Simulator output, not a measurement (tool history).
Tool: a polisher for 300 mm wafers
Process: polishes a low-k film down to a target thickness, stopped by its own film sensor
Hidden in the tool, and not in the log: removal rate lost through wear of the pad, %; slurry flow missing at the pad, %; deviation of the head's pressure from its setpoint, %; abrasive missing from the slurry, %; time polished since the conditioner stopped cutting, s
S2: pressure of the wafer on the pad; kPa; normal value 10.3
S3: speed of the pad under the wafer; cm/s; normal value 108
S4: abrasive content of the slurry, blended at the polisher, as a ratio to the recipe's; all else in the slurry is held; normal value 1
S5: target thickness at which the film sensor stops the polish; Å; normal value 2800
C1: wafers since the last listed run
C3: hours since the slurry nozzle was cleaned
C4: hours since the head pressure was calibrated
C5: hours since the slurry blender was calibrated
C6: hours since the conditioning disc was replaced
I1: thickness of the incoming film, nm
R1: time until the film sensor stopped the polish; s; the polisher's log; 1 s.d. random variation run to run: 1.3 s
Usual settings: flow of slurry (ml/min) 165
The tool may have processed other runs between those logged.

{"run": 1, "hour": 0.0, "flow of slurry (ml/min)": 165, "S2": 9, "S3": 90, "S4": 1, "S5": 2870, "C1": 0, "wafers polished on this pad": 1174, "C3": 380.9, "C4": 99.6, "C5": 270.8, "C6": 364.4, "I1": 319.5, "R1": 115.1}
{"hour": 3.4, "done": "slurry nozzle cleaned"}
{"hour": 22.9, "done": "slurry blender recalibrated"}
{"run": 2, "hour": 87.2, "flow of slurry (ml/min)": 165, "S2": 10.3, "S3": 82, "S4": 1, "S5": 2800, "C1": 577, "wafers polished on this pad": 1752, "C3": 83.8, "C4": 186.8, "C5": 64.3, "C6": 451.6, "I1": 319, "R1": 131.3}
{"hour": 100.3, "done": "worn pad replaced by a new one"}
{"hour": 100.7, "done": "conditioning disc replaced and pad reconditioned"}
{"run": 3, "hour": 185.7, "flow of slurry (ml/min)": 225, "S2": 7.6, "S3": 130, "S4": 0.8, "S5": 2800, "C1": 646, "wafers polished on this pad": 583, "C3": 182.3, "C4": 285.3, "C5": 162.8, "C6": 85, "I1": 323.4, "R1": 140.2}
{"run": 4, "hour": 203.3, "flow of slurry (ml/min)": 165, "S2": 10.3, "S3": 122, "S4": 0.85, "S5": 2800, "C1": 120, "wafers polished on this pad": 704, "C3": 199.9, "C4": 302.9, "C5": 180.4, "C6": 102.6, "I1": 321.9, "R1": 106.7}
{"hour": 217.1, "done": "head pressure recalibrated"}
{"run": 5, "hour": 230.2, "flow of slurry (ml/min)": 165, "S2": 13.1, "S3": 108, "S4": 1, "S5": 2800, "C1": 170, "wafers polished on this pad": 875, "C3": 226.8, "C4": 13.1, "C5": 207.3, "C6": 129.5, "I1": 320.7, "R1": 86.3}
{"run": 6, "hour": 256.9, "flow of slurry (ml/min)": 165, "S2": 10.3, "S3": 108, "S4": 1.1, "S5": 2800, "C1": 183, "wafers polished on this pad": 1058, "C3": 253.5, "C4": 39.8, "C5": 234, "C6": 156.2, "I1": 319.9, "R1": 105.5}
{"run": 7, "hour": 292.5, "flow of slurry (ml/min)": 165, "S2": 10.3, "S3": 108, "S4": 1, "S5": 2800, "C1": 244, "wafers polished on this pad": 1302, "C3": 289.1, "C4": 75.4, "C5": 269.6, "C6": 191.8, "I1": 313.4, "R1": 92.2}
{"run": 8, "hour": 315.1, "flow of slurry (ml/min)": 165, "S2": 8.3, "S3": 80, "S4": 0.9, "S5": 2800, "C1": 155, "wafers polished on this pad": 1457, "C3": 311.7, "C4": 98, "C5": 292.2, "C6": 214.4, "I1": 316.8, "R1": 160.7}
{"run": 9, "hour": 345.2, "flow of slurry (ml/min)": 165, "S2": 9.7, "S3": 108, "S4": 1, "S5": 2800, "C1": 206, "wafers polished on this pad": 1664, "C3": 341.8, "C4": 128.1, "C5": 322.3, "C6": 244.5, "I1": 322.2, "R1": 123.4}
{"hour": 356.5, "done": "worn pad replaced by a new one"}
{"run": 10, "hour": 375.8, "flow of slurry (ml/min)": 165, "S2": 8.3, "S3": 108, "S4": 0.9, "S5": 2800, "C1": 182, "wafers polished on this pad": 132, "C3": 372.4, "C4": 158.7, "C5": 352.9, "C6": 275.1, "I1": 318, "R1": 129.1}
{"hour": 398.7, "done": "slurry nozzle cleaned"}
{"hour": 408.0, "done": "slurry blender recalibrated"}
{"run": 11, "hour": 408.5, "flow of slurry (ml/min)": 165, "S2": 10.3, "S3": 108, "S4": 1, "S5": 2800, "C1": 203, "wafers polished on this pad": 336, "C3": 9.8, "C4": 191.4, "C5": 0.5, "C6": 307.8, "I1": 322.7, "R1": 113.1}
{"run": 12, "hour": 435.4, "flow of slurry (ml/min)": 165, "S2": 10.3, "S3": 108, "S4": 1, "S5": 2800, "C1": 184, "wafers polished on this pad": 521, "C3": 36.7, "C4": 218.3, "C5": 27.4, "C6": 334.7, "I1": 320.2, "R1": 104}
{"run": 13, "hour": 466.0, "flow of slurry (ml/min)": 165, "S2": 10.3, "S3": 108, "S4": 1, "S5": 2800, "C1": 209, "wafers polished on this pad": 731, "C3": 67.3, "C4": 248.9, "C5": 58, "C6": 365.3, "I1": 323.5, "R1": 114}
{"run": 14, "hour": 491.7, "flow of slurry (ml/min)": 110, "S2": 12.4, "S3": 108, "S4": 1.15, "S5": 2730, "C1": 176, "wafers polished on this pad": 907, "C3": 93, "C4": 274.6, "C5": 83.7, "C6": 391, "I1": 315, "R1": 94.5}
{"hour": 506.3, "done": "conditioning disc replaced and pad reconditioned"}
{"run": 15, "hour": 524.6, "flow of slurry (ml/min)": 145, "S2": 7.6, "S3": 132, "S4": 0.75, "S5": 2800, "C1": 212, "wafers polished on this pad": 1119, "C3": 125.9, "C4": 307.5, "C5": 116.6, "C6": 18.3, "I1": 320.5, "R1": 143.4}
{"hour": 550.3, "done": "head pressure recalibrated"}
{"run": 16, "hour": 555.4, "flow of slurry (ml/min)": 165, "S2": 10.3, "S3": 94, "S4": 1.25, "S5": 2860, "C1": 197, "wafers polished on this pad": 1317, "C3": 156.7, "C4": 5.1, "C5": 147.4, "C6": 49.1, "I1": 321.4, "R1": 99.5}
{"run": 17, "hour": 578.4, "flow of slurry (ml/min)": 195, "S2": 10.3, "S3": 108, "S4": 1, "S5": 2800, "C1": 157, "wafers polished on this pad": 1474, "C3": 179.7, "C4": 28.1, "C5": 170.4, "C6": 72.1, "I1": 318.4, "R1": 102.7}

What does the tool deliver on the next run?
{"run": 18, "hour": 612.7, "flow of slurry (ml/min)": 165, "S2": 6.9, "S3": 108, "S4": 1, "S5": 2860, "C1": 235, "wafers polished on this pad": 1710, "C3": 214, "C4": 62.4, "C5": 204.7, "C6": 106.4, "I1": 322.1, "R1": "?"}

{"run 18": {"R1": 150.5}}
With no hidden state in the tool, this same run would have given R1 142 s.

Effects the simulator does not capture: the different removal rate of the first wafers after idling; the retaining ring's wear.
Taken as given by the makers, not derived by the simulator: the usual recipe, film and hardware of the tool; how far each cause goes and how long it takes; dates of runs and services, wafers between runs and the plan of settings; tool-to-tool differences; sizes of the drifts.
